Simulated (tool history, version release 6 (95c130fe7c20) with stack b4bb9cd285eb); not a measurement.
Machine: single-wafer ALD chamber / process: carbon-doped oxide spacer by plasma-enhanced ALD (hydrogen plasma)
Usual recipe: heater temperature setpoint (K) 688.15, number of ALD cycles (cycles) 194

run     day  heater temperature setpoint (K)  number of ALD cycles (cycles)  wafers since the last listed run  hours since the last thermocouple change  hours since the gauge calibration  read-back reference wafer on the same gauge, thickness_nm  mean film thickness on the monitor wafer (Å)
  1   0.000                           698.15                            194                                 0                                    2130.0                             1023.7                                                      7.895                                         86.69
  2   2.938                           688.15                            194                               186                                    2200.5                             1094.2                                                      7.904                                         89.73
  3   4.838                           688.15                            194                               120                                    2246.1                             1139.8                                                      7.906                                         89.72
  4   5.958                           688.15                            194                                71                                    2273.0                             1166.7                                                      7.904                                         89.19
  5   8.350                           698.15                            181                               151                                    2330.4                             1224.1                                                      7.902                                         80.56
  6   9.933                           698.15                            181                               100                                    2368.4                             1262.1                                                      7.900                                         80.56
  7  11.025                           688.15                            194                                69                                    2394.6                             1288.3                                                      7.900                                         90.09
  8  12.796                           688.15                            203                               112                                    2437.1                             1330.8                                                      7.901                                         93.90
  9  14.388                           688.15                            203                               101                                    2475.3                             1369.0                                                      7.899                                         94.06
 10  22.475                           688.15                            203                               513                                    2669.4                             1563.1                                                      7.902                                         93.61
 11  25.458                           688.15                            194                               189                                    2741.0                             1634.7                                                      7.891                                         89.46
 12  28.021                           688.15                            194                               162                                    2802.5                             1696.2                                                      7.901                                         89.60
 13  29.646                           688.15                            194                               103                                    2841.5                             1735.2                                                      7.902                                         89.79
 14  31.379                           688.15                            194                               110                                    2883.1                             1776.8                                                      7.901                                         89.71
     34.300  -- thermocouple changed; heater temperature recalibrated
 15  34.321                           688.15                            194                               165                                       0.5                             1847.4                                                      7.903                                         89.69
 16  36.596                           688.15                            194                               144                                      55.1                             1902.0                                                      7.901                                         89.77
     37.183  -- gauge calibrated
 17  37.808                           688.15                            194                                76                                      84.2                               15.0                                                      7.898                                         89.86
 18  39.838                           688.15                            194                               128                                     132.9                               63.7                                                      7.902                                         89.86
 19  41.429                           688.15                            194                               101                                     171.1                              101.9                                                      7.902                                         89.77
 20  42.750                           688.15                            194                                83                                     202.8                              133.6                                                      7.896                                         89.79
 21  44.142                           688.15                            194                                88                                     236.2                              167.0                                                      7.900                                         89.01

Estimate the outcome of run 22 from the log above:
 22  45.804                           688.15                            194                               105                                     276.1                              206.9                                                          ?                                             ?

{"run 22": {"read-back reference wafer on the same gauge, thickness_nm": 7.891, "mean film thickness on the monitor wafer (Å)": 89.35}}
Were there no unlogged condition in the tool, this run, its random variation unchanged, would have produced mean film thickness on the monitor wafer (Å) 89.35.
